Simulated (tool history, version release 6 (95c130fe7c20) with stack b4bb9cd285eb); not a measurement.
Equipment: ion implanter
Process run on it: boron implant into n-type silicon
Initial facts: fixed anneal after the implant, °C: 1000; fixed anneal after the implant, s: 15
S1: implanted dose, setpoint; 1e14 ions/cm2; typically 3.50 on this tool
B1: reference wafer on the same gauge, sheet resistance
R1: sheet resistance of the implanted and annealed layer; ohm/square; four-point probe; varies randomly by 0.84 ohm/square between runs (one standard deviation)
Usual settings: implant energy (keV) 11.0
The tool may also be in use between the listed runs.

run 1 day=0.000 | S1=3.50 implant_energy_(keV)=9.5 | B1=260.06 | R1=305.21
run 2 day=0.596 | S1=3.50 implant_energy_(keV)=13.0 | B1=259.93 | R1=294.26
run 3 day=1.067 | S1=3.50 implant_energy_(keV)=13.0 | B1=259.87 | R1=293.23
run 4 day=1.754 | S1=3.18 implant_energy_(keV)=11.0 | B1=260.02 | R1=324.12
run 5 day=2.208 | S1=3.50 implant_energy_(keV)=11.0 | B1=260.00 | R1=299.03
run 6 day=2.492 | S1=3.50 implant_energy_(keV)=11.0 | B1=259.85 | R1=297.65
run 7 day=2.800 | S1=3.50 implant_energy_(keV)=11.0 | B1=260.06 | R1=298.08
run 8 day=3.450 | S1=3.50 implant_energy_(keV)=8.5 | B1=260.14 | R1=305.32
run 9 day=4.004 | S1=3.50 implant_energy_(keV)=8.5 | B1=260.21 | R1=304.80
run 10 day=4.629 | S1=3.50 implant_energy_(keV)=8.5 | B1=259.99 | R1=304.93
-- day=5.442 Faraday cup replaced and dose calibrated
run 11 day=5.462 | S1=2.99 implant_energy_(keV)=11.0 | B1=259.96 | R1=356.15
run 12 day=5.675 | S1=2.99 implant_energy_(keV)=11.0 | B1=260.14 | R1=356.51
run 13 day=6.079 | S1=2.99 implant_energy_(keV)=11.0 | B1=259.99 | R1=354.49
run 14 day=6.479 | S1=3.50 implant_energy_(keV)=11.0 | B1=260.17 | R1=309.36
run 15 day=7.167 | S1=3.25 implant_energy_(keV)=9.5 | B1=259.94 | R1=337.16
-- day=7.629 extraction supply calibrated
run 16 day=7.654 | S1=4.12 implant_energy_(keV)=11.0 | B1=259.70 | R1=271.49
run 17 day=8.188 | S1=4.12 implant_energy_(keV)=11.0 | B1=260.08 | R1=270.24
run 18 day=8.779 | S1=4.12 implant_energy_(keV)=11.0 | B1=260.02 | R1=269.59
run 19 day=9.071 | S1=4.20 implant_energy_(keV)=13.0 | B1=260.13 | R1=263.14
run 20 day=9.475 | S1=4.31 implant_energy_(keV)=12.5 | B1=260.11 | R1=257.49
run 21 day=9.725 | S1=4.12 implant_energy_(keV)=11.0 | B1=260.01 | R1=269.61
run 22 day=10.012 | S1=3.88 implant_energy_(keV)=9.0 | B1=259.90 | R1=287.91
run 23 day=10.358 | S1=3.50 implant_energy_(keV)=14.5 | B1=259.86 | R1=299.87
run 24 day=10.662 | S1=4.45 implant_energy_(keV)=11.0 | B1=260.11 | R1=252.04
-- day=10.821 gauge calibrated
run 25 day=10.933 | S1=3.50 implant_energy_(keV)=8.0 | B1=259.69 | R1=318.92
run 26 day=12.467 | S1=3.50 implant_energy_(keV)=11.0 | B1=260.08 | R1=307.12
run 27 day=12.996 | S1=2.59 implant_energy_(keV)=9.5 | B1=259.88 | R1=402.49
run 28 day=13.733 | S1=3.50 implant_energy_(keV)=11.0 | B1=259.80 | R1=306.44
run 29 day=14.342 | S1=3.80 implant_energy_(keV)=9.5 | B1=259.87 | R1=289.98
run 30 day=14.883 | S1=3.50 implant_energy_(keV)=11.0 | B1=260.08 | R1=305.03
run 31 day=15.458 | S1=4.09 implant_energy_(keV)=13.0 | B1=259.89 | R1=263.12
run 32 day=15.812 | S1=3.80 implant_energy_(keV)=11.0 | B1=259.89 | R1=285.35
run 33 day=16.433 | S1=3.50 implant_energy_(keV)=11.0 | B1=259.92 | R1=306.30
run 34 day=16.817 | S1=4.35 implant_energy_(keV)=11.0 | B1=259.95 | R1=255.53
run 35 day=17.188 | S1=2.53 implant_energy_(keV)=14.5 | B1=259.94 | R1=385.52
run 36 day=17.496 | S1=3.95 implant_energy_(keV)=9.0 | B1=260.10 | R1=281.65

The tool's hidden state at each run:
deviation of the true energy from its setpoint, %: 0 at every run
gauge reads high (%): 0 at every run
H1: deviation of the true dose from the Faraday cup's reading, %
run=1 H1=4.27
run=2 H1=4.4
run=3 H1=4.51
run=4 H1=4.66
run=5 H1=4.77
run=6 H1=4.83
run=7 H1=4.9
run=8 H1=5.05
run=9 H1=5.17
run=10 H1=5.31
run=11 H1=-0.751
run=12 H1=-0.703
run=13 H1=-0.612
run=14 H1=-0.521
run=15 H1=-0.366
run=16 H1=-0.255
run=17 H1=-0.134
run=18 H1=-0.000457
run=19 H1=0.0656
run=20 H1=0.157
run=21 H1=0.214
run=22 H1=0.279
run=23 H1=0.357
run=24 H1=0.426
run=25 H1=0.487
run=26 H1=0.834
run=27 H1=0.954
run=28 H1=1.12
run=29 H1=1.26
run=30 H1=1.38
run=31 H1=1.51
run=32 H1=1.59
run=33 H1=1.73
run=34 H1=1.82
run=35 H1=1.9
run=36 H1=1.97
